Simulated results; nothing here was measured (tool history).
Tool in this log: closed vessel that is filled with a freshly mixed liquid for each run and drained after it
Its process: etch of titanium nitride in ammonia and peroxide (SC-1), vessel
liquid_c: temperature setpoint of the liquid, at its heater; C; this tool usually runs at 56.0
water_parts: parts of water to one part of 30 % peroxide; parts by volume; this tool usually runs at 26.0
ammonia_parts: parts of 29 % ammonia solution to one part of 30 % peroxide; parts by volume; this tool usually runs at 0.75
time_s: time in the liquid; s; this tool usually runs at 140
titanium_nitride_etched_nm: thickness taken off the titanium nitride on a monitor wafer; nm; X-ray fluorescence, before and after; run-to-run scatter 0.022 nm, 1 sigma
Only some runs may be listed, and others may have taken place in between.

| run | day | liquid_c | water_parts | ammonia_parts | time_s | read-back film thickness of the titanium nitride reference wafer, read on the same gauge (nm) | titanium_nitride_etched_nm |
|---|---|---|---|---|---|---|---|
| 1 | 0.000 | 56.0 | 26.0 | 0.75 | 140 | 129.97 | 6.31 |
| 2 | 2.842 | 56.0 | 26.0 | 0.75 | 140 | 130.04 | 6.29 |
| 3 | 4.442 | 56.0 | 17.5 | 0.75 | 140 | 130.02 | 7.86 |
| 4 | 6.567 | 56.0 | 26.0 | 0.75 | 140 | 129.96 | 6.29 |
|  | 7.400 | new drum of ammonia solution connected |
| 5 | 8.154 | 56.0 | 26.0 | 0.75 | 140 | 130.01 | 6.27 |
| 6 | 9.208 | 56.0 | 26.0 | 0.75 | 140 | 130.02 | 6.26 |
| 7 | 11.267 | 56.0 | 26.0 | 0.75 | 140 | 129.99 | 6.32 |
| 8 | 13.954 | 56.0 | 26.0 | 0.75 | 180 | 129.98 | 8.10 |
|  | 15.212 | ammonia flow meter replaced |
| 9 | 15.267 | 56.0 | 26.0 | 0.75 | 180 | 129.99 | 7.91 |
| 10 | 17.150 | 56.0 | 26.0 | 0.75 | 180 | 130.04 | 7.94 |
|  | 18.875 | new drum of ammonia solution connected |
| 11 | 19.354 | 56.0 | 26.0 | 0.75 | 140 | 130.01 | 6.18 |
|  | 20.917 | thermometer replaced |
| 12 | 21.812 | 56.0 | 26.0 | 0.75 | 140 | 129.98 | 6.18 |
| 13 | 23.750 | 56.0 | 35.5 | 0.75 | 140 | 130.02 | 5.20 |
| 14 | 25.654 | 56.0 | 26.0 | 0.75 | 140 | 129.97 | 6.16 |
| 15 | 27.192 | 56.0 | 26.0 | 0.75 | 140 | 129.98 | 6.19 |
|  | 28.833 | new drum of ammonia solution connected |
| 16 | 29.321 | 46.0 | 26.0 | 0.50 | 205 | 130.03 | 4.20 |
|  | 29.938 | gauge calibrated |
| 17 | 31.221 | 50.5 | 26.0 | 0.75 | 140 | 130.03 | 4.28 |
| 18 | 33.600 | 56.0 | 26.0 | 0.75 | 180 | 129.98 | 8.04 |
| 19 | 34.654 | 56.0 | 26.0 | 0.75 | 140 | 130.02 | 6.19 |
| 20 | 36.396 | 56.0 | 15.0 | 0.75 | 140 | 130.03 | 8.40 |
| 21 | 38.117 | 56.0 | 26.0 | 0.75 | 180 | 130.04 | 8.03 |
|  | 39.275 | new drum of ammonia solution connected |
| 22 | 41.025 | 49.0 | 34.5 | 0.75 | 140 | 130.02 | 3.28 |
| 23 | 44.800 | 56.0 | 26.0 | 0.40 | 170 | 130.00 | 6.73 |
| 24 | 47.179 | 56.0 | 26.0 | 0.75 | 105 | 129.99 | 4.68 |
|  | 49.575 | new drum of ammonia solution connected |
| 25 | 50.250 | 56.0 | 22.0 | 0.55 | 140 | 129.99 | 6.48 |

The same runs without the tool's hidden state, with the same run-to-run variation:
Unlogged tool condition in this case: liquid hotter than its thermometer reads (K); ammonia flow above the setpoint (%); ammonia solution weaker than its label (%); gauge reads high (%).
| run | titanium_nitride_etched_nm |
|---|---|
| 1 | 6.22 |
| 2 | 6.19 |
| 3 | 7.73 |
| 4 | 6.19 |
| 5 | 6.15 |
| 6 | 6.14 |
| 7 | 6.20 |
| 8 | 7.94 |
| 9 | 7.90 |
| 10 | 7.92 |
| 11 | 6.16 |
| 12 | 6.16 |
| 13 | 5.18 |
| 14 | 6.13 |
| 15 | 6.15 |
| 16 | 4.18 |
| 17 | 4.25 |
| 18 | 7.98 |
| 19 | 6.15 |
| 20 | 8.33 |
| 21 | 7.96 |
| 22 | 3.24 |
| 23 | 6.65 |
| 24 | 4.63 |
| 25 | 6.39 |
